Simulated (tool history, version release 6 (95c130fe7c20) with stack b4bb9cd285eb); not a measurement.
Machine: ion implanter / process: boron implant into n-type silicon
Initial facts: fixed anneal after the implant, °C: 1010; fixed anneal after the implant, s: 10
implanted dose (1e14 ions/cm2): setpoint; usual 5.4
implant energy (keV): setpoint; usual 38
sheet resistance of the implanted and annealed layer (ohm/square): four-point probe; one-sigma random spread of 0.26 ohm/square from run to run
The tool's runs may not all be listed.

run	hour	implanted dose (1e14 ions/cm2)	implant energy (keV)	read-back reference wafer on the same gauge, sheet resistance	sheet resistance of the implanted and annealed layer (ohm/square)
1	0	5.4	38	163.08	175.42
2	46.7	5.4	38	162.89	175.55
3	173.9	5.4	38	163.05	176.56
4	210.7	5.4	38	162.99	176.69
5	280.7	5.4	38	163.05	176.28
6	352.2	5.4	38	162.92	177.48
7	380.6	5.4	38	162.87	177.49
8	410.5	5.95	38	162.99	164.05
9	470.8	5.4	44.5	163.05	174.96
10	503.9	5.4	44.5	163.04	174.96
11	566.1	5.4	44.5	163.11	174.52
12	636.1	5.4	38	163	177.2
13	684.1	5.4	38	162.92	178.24
14	734.3	5.4	38	162.98	177.52
15	758.4	5.02	38	163.06	188.25
16	810.7	5.02	38	162.92	188.69
17	871.2	3.97	32.5	163.07	231.7
18	897.4	7	32.5	162.93	145.49
19	939.3	5.97	51	163.02	159.91
20	979.1	5.82	38	163.01	167.41
21	1011.2	4.25	26.5	162.9	223.74
# hour 1042.2: extraction supply calibrated
# hour 1061.9: Faraday cup replaced and dose calibrated
22	1081.9	6.02	34.5	163	161.21
23	1107.7	5.4	30	163	178.81
24	1174.5	4.92	28.5	162.89	194.67
# hour 1184.1: gauge calibrated
25	1225	4.61	50	162.89	194.48
26	1280.4	4.62	34	162.93	201.69
27	1318.2	7.02	38	162.99	142.04
28	1374.3	5.4	38	163.05	176.43
29	1408	3.97	30	163.06	230.88
30	1479.1	5.4	38	163.05	176.5
31	1531.3	6.58	26	162.96	155.96
32	1599.6	4.62	34	162.86	202.95
33	1656.4	4.59	31	162.92	205.83

Hidden state, per run?
deviation of the true energy from its setpoint, %: 0 across all the runs
gauge reads high (%): 0 across all the runs
H1: deviation of the true dose from the Faraday cup's reading, %
run	H1
1	-0.852
2	-1.04
3	-1.47
4	-1.57
5	-1.74
6	-1.88
7	-1.93
8	-1.98
9	-2.08
10	-2.12
11	-2.19
12	-2.27
13	-2.31
14	-2.35
15	-2.37
16	-2.4
17	-2.44
18	-2.45
19	-2.47
20	-2.49
21	-2.5
22	-0.257
23	-0.397
24	-0.724
25	-0.938
26	-1.15
27	-1.27
28	-1.44
29	-1.53
30	-1.7
31	-1.8
32	-1.93
33	-2.01
